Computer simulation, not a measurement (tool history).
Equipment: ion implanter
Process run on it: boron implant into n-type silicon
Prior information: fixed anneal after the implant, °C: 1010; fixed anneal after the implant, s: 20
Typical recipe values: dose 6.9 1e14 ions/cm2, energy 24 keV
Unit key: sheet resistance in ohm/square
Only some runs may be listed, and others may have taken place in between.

run,hour,dose,energy,wafers since the last listed run,hours since the last dose calibration,hours since the extraction supply was calibrated,hours since the gauge calibration,"read-back reference wafer on the same gauge, sheet resistance",sheet resistance
1,0,6.9,24,0,131.5,6418.7,406.3,161.02,135.41
2,27.2,6.9,24,400,158.7,6445.9,433.5,160.92,134.13
3,108.8,6.9,24,1202,240.3,6527.5,515.1,161.13,134.85
4,132.6,6.9,24,350,264.1,6551.3,538.9,161.04,134.57
5,147.1,6.9,24,213,278.6,6565.8,553.4,161.07,134.92
6,159.3,6.9,24,179,290.8,6578,565.6,161.04,133.72
7,183.3,6.9,24,353,314.8,6602,589.6,160.94,134.98
8,201.4,6.9,24,266,332.9,6620.1,607.7,160.99,134.18
9,231,6.9,24,436,362.5,6649.7,637.3,160.92,132.77
10,248.6,6.9,24,259,380.1,6667.3,654.9,161.02,134.46
11,279.1,6.9,24,449,410.6,6697.8,685.4,161.09,133.64
12,304.1,6.9,24,368,435.6,6722.8,710.4,161.16,133.65
13,316.6,6.36,26.5,184,448.1,6735.3,722.9,160.98,142.46
14,348.5,8.05,31.5,470,480,6767.2,754.8,161.18,115.32
15,454.5,6.9,24,1561,586,6873.2,860.8,161.06,134.35
# hour 462.9: gauge calibrated
16,468.9,4.83,18.5,212,600.4,6887.6,6,160.95,184.58
# hour 490.2: extraction supply calibrated
17,495.1,5,29,268,626.6,4.9,32.2,161.13,173.64
18,528.9,4.83,18.5,498,660.4,38.7,66,161.04,184.48
19,548.5,6.9,28,288,680,58.3,85.6,160.91,131.97
20,581.4,6.9,24,484,712.9,91.2,118.5,160.98,133.98
21,605.5,7.93,27,355,737,115.3,142.6,160.87,117.16
22,618.8,8.63,19,195,750.3,128.6,155.9,161.02,113.23
23,647.9,7.56,18,428,779.4,157.7,185,161.03,127.07
24,680,6.9,24,472,811.5,189.8,217.1,161.1,134.77
# hour 711.8: Faraday cup replaced and dose calibrated
25,713.7,5.48,24,378,1.9,223.5,250.8,161,164.15
26,749.1,6.9,24,521,37.3,258.9,286.2,160.95,134.28
27,777,6.9,24,411,65.2,286.8,314.1,160.94,133.39
28,799.4,8.54,26,330,87.6,309.2,336.5,161.01,110.77
29,813.2,8.67,17,203,101.4,323,350.3,160.91,113.7
30,828.8,8.33,31.5,229,117,338.6,365.9,161.01,111.44
31,858.3,6.07,30.5,434,146.5,368.1,395.4,160.94,145.02
32,874.8,6.9,24,243,163,384.6,411.9,160.98,134.76
33,903.3,5.12,24,419,191.5,413.1,440.4,160.96,171.7
34,933.5,8.12,27.5,444,221.7,443.3,470.6,160.89,115.64
35,958.7,8.12,27.5,371,246.9,468.5,495.8,161.07,115.56
36,973.4,7.98,24,216,261.6,483.2,510.5,160.84,118.52
37,1006.6,6.9,29,489,294.8,516.4,543.7,160.98,130.94

Predict each of these 4 candidate next runs independently; none follows another, all start after run 37:
A,1007,6.9,24,5,295.2,516.8,544.1,?,?
B,1007,6.01,24,5,295.2,516.8,544.1,?,?
C,1007,8.68,17,5,295.2,516.8,544.1,?,?
D,1007,7.73,24,5,295.2,516.8,544.1,?,?

run,"read-back reference wafer on the same gauge, sheet resistance",sheet resistance
A,161.04,133.99
B,161.04,150.63
C,161.04,113.65
D,161.04,121.59
The same runs, with their run-to-run variation unchanged, on a tool lacking any hidden condition would have given:
run,sheet resistance
A,133.99
B,150.63
C,113.65
D,121.59

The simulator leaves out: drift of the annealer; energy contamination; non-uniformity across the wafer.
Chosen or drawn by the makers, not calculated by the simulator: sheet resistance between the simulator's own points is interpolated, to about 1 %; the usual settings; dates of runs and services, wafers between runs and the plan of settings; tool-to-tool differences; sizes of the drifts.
